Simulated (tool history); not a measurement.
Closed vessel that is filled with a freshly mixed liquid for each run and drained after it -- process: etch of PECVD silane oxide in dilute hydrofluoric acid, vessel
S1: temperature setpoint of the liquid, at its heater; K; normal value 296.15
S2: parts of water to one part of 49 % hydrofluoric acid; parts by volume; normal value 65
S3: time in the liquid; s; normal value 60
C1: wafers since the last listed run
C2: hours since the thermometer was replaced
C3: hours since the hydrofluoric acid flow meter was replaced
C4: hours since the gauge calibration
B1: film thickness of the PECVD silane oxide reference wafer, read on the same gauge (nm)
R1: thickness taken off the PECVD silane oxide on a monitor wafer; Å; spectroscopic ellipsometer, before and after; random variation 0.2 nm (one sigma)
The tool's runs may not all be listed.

run 1 hour=0.0 | S1=296.15 S2=65 S3=60 | C1=0 C2=916.6 C3=426.4 C4=146.3 | B1=59.98 | R1=233.4
run 2 hour=33.6 | S1=296.15 S2=65 S3=60 | C1=2286 C2=950.2 C3=460.0 C4=179.9 | B1=60.00 | R1=229.8
-- hour=41.0 hydrofluoric acid flow meter replaced
run 3 hour=76.1 | S1=296.15 S2=65 S3=60 | C1=2823 C2=992.7 C3=35.1 C4=222.4 | B1=59.99 | R1=245.9
run 4 hour=123.5 | S1=296.15 S2=55 S3=60 | C1=3224 C2=1040.1 C3=82.5 C4=269.8 | B1=60.01 | R1=287.0
run 5 hour=168.3 | S1=296.15 S2=55 S3=60 | C1=3048 C2=1084.9 C3=127.3 C4=314.6 | B1=60.03 | R1=286.9
run 6 hour=323.4 | S1=296.15 S2=55 S3=60 | C1=10552 C2=1240.0 C3=282.4 C4=469.7 | B1=60.04 | R1=277.5
run 7 hour=383.6 | S1=292.15 S2=65 S3=60 | C1=4095 C2=1300.2 C3=342.6 C4=529.9 | B1=59.98 | R1=192.9
run 8 hour=430.0 | S1=292.15 S2=65 S3=60 | C1=3156 C2=1346.6 C3=389.0 C4=576.3 | B1=60.01 | R1=190.8
run 9 hour=468.1 | S1=292.15 S2=65 S3=60 | C1=2592 C2=1384.7 C3=427.1 C4=614.4 | B1=59.95 | R1=189.3
-- hour=519.7 hydrofluoric acid flow meter replaced
run 10 hour=522.0 | S1=296.15 S2=65 S3=60 | C1=3599 C2=1438.6 C3=2.3 C4=668.3 | B1=59.99 | R1=238.1
run 11 hour=548.9 | S1=296.15 S2=65 S3=60 | C1=1830 C2=1465.5 C3=29.2 C4=695.2 | B1=59.97 | R1=237.2
run 12 hour=590.8 | S1=296.15 S2=65 S3=60 | C1=2850 C2=1507.4 C3=71.1 C4=737.1 | B1=59.98 | R1=234.0
run 13 hour=632.2 | S1=296.15 S2=65 S3=50 | C1=2816 C2=1548.8 C3=112.5 C4=778.5 | B1=60.00 | R1=192.7
run 14 hour=669.8 | S1=296.15 S2=80 S3=60 | C1=2558 C2=1586.4 C3=150.1 C4=816.1 | B1=59.99 | R1=185.0
run 15 hour=734.5 | S1=296.15 S2=35 S3=60 | C1=4402 C2=1651.1 C3=214.8 C4=880.8 | B1=59.98 | R1=433.3
-- hour=774.3 thermometer replaced
run 16 hour=802.3 | S1=296.15 S2=65 S3=60 | C1=4544 C2=28.0 C3=282.6 C4=948.6 | B1=60.01 | R1=251.5
run 17 hour=871.9 | S1=294.65 S2=65 S3=35 | C1=4735 C2=97.6 C3=352.2 C4=1018.2 | B1=60.00 | R1=138.9
run 18 hour=911.4 | S1=298.65 S2=80 S3=85 | C1=2687 C2=137.1 C3=391.7 C4=1057.7 | B1=60.06 | R1=309.1
run 19 hour=976.0 | S1=299.65 S2=65 S3=35 | C1=4395 C2=201.7 C3=456.3 C4=1122.3 | B1=59.99 | R1=165.4
run 20 hour=1034.5 | S1=296.15 S2=65 S3=60 | C1=3980 C2=260.2 C3=514.8 C4=1180.8 | B1=60.02 | R1=240.3
-- hour=1052.6 hydrofluoric acid flow meter replaced
run 21 hour=1064.0 | S1=294.65 S2=85 S3=60 | C1=1939 C2=289.7 C3=11.4 C4=1210.3 | B1=59.99 | R1=181.8
-- hour=1089.9 gauge calibrated
run 22 hour=1108.3 | S1=300.15 S2=65 S3=90 | C1=3014 C2=334.0 C3=55.7 C4=18.4 | B1=59.95 | R1=453.8
run 23 hour=1159.6 | S1=296.15 S2=65 S3=60 | C1=3490 C2=385.3 C3=107.0 C4=69.7 | B1=59.96 | R1=255.2
run 24 hour=1338.1 | S1=293.15 S2=65 S3=50 | C1=12144 C2=563.8 C3=285.5 C4=248.2 | B1=60.01 | R1=178.0
run 25 hour=1387.3 | S1=296.15 S2=65 S3=60 | C1=3347 C2=613.0 C3=334.7 C4=297.4 | B1=59.96 | R1=241.9
run 26 hour=1451.8 | S1=296.15 S2=65 S3=60 | C1=4388 C2=677.5 C3=399.2 C4=361.9 | B1=59.96 | R1=238.2

4 options for the next run, each taken on its own from the tool as it stands now. Forecast them:
run A hour=1452.5 | S1=291.65 S2=65 S3=60 | C1=47 C2=678.2 C3=399.9 C4=362.6 | B1=? | R1=?
run B hour=1452.5 | S1=294.65 S2=40 S3=80 | C1=47 C2=678.2 C3=399.9 C4=362.6 | B1=? | R1=?
run C hour=1452.5 | S1=298.65 S2=65 S3=60 | C1=47 C2=678.2 C3=399.9 C4=362.6 | B1=? | R1=?
run D hour=1452.5 | S1=299.65 S2=65 S3=60 | C1=47 C2=678.2 C3=399.9 C4=362.6 | B1=? | R1=?

run=A B1=59.97 R1=197.6
run=B B1=59.97 R1=501.7
run=C B1=59.97 R1=264.5
run=D B1=59.97 R1=275.4
Without the tool's hidden state the same runs would have given:
run=A R1=221.4
run=B R1=561.3
run=C R1=295.7
run=D R1=307.8

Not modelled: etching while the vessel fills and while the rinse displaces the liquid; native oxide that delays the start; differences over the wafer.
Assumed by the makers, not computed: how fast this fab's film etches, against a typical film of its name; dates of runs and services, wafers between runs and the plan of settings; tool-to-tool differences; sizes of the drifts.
